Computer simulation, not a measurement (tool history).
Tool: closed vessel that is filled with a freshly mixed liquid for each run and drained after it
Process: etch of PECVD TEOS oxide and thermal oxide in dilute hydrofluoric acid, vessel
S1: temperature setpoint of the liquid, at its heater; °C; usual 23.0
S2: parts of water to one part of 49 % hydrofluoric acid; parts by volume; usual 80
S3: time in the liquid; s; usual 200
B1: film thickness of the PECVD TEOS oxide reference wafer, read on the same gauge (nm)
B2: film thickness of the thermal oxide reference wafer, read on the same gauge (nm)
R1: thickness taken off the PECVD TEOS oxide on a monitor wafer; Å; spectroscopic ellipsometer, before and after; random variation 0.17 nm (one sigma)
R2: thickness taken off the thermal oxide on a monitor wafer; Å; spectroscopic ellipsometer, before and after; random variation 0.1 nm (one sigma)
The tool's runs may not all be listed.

run 1 hour=0.0 | S1=23.0 S2=105 S3=200 | B1=40.00 B2=70.04 | R1=386.8 R2=84.9
run 2 hour=194.3 | S1=23.0 S2=60 S3=200 | B1=40.02 B2=70.05 | R1=709.0 R2=158.5
run 3 hour=224.1 | S1=23.0 S2=60 S3=200 | B1=39.94 B2=69.99 | R1=708.9 R2=158.4
run 4 hour=254.4 | S1=23.0 S2=80 S3=200 | B1=39.98 B2=70.05 | R1=516.8 R2=112.5
run 5 hour=318.8 | S1=23.0 S2=80 S3=200 | B1=39.97 B2=70.00 | R1=518.5 R2=114.1
run 6 hour=369.6 | S1=19.5 S2=60 S3=200 | B1=40.00 B2=70.00 | R1=609.5 R2=133.6
-- hour=378.5 hydrofluoric acid flow meter replaced
run 7 hour=414.5 | S1=19.5 S2=60 S3=200 | B1=40.02 B2=70.03 | R1=606.6 R2=133.0
-- hour=427.7 gauge calibrated
run 8 hour=444.3 | S1=23.0 S2=80 S3=160 | B1=40.01 B2=69.96 | R1=410.7 R2=90.1
-- hour=460.1 thermometer replaced
run 9 hour=480.3 | S1=23.0 S2=80 S3=160 | B1=39.99 B2=70.03 | R1=422.4 R2=92.8
run 10 hour=538.3 | S1=23.0 S2=80 S3=200 | B1=40.00 B2=69.97 | R1=526.2 R2=116.8
run 11 hour=585.8 | S1=23.0 S2=55 S3=95 | B1=40.00 B2=70.03 | R1=375.6 R2=81.4
run 12 hour=638.2 | S1=18.5 S2=115 S3=305 | B1=39.99 B2=70.00 | R1=445.4 R2=98.4
run 13 hour=694.6 | S1=23.0 S2=80 S3=270 | B1=39.95 B2=69.98 | R1=706.0 R2=156.0
run 14 hour=725.0 | S1=19.0 S2=105 S3=250 | B1=40.00 B2=70.00 | R1=410.8 R2=90.4

Forecast run 15:
run 15 hour=771.1 | S1=23.0 S2=80 S3=280 | B1=? B2=? | R1=? R2=?

B1: 40.02
B2: 69.98
R1: 730.8 Å
R2: 162.0 Å
Without the tool's hidden state the same run would have given R1 739.4 Å, R2 163.9 Å.

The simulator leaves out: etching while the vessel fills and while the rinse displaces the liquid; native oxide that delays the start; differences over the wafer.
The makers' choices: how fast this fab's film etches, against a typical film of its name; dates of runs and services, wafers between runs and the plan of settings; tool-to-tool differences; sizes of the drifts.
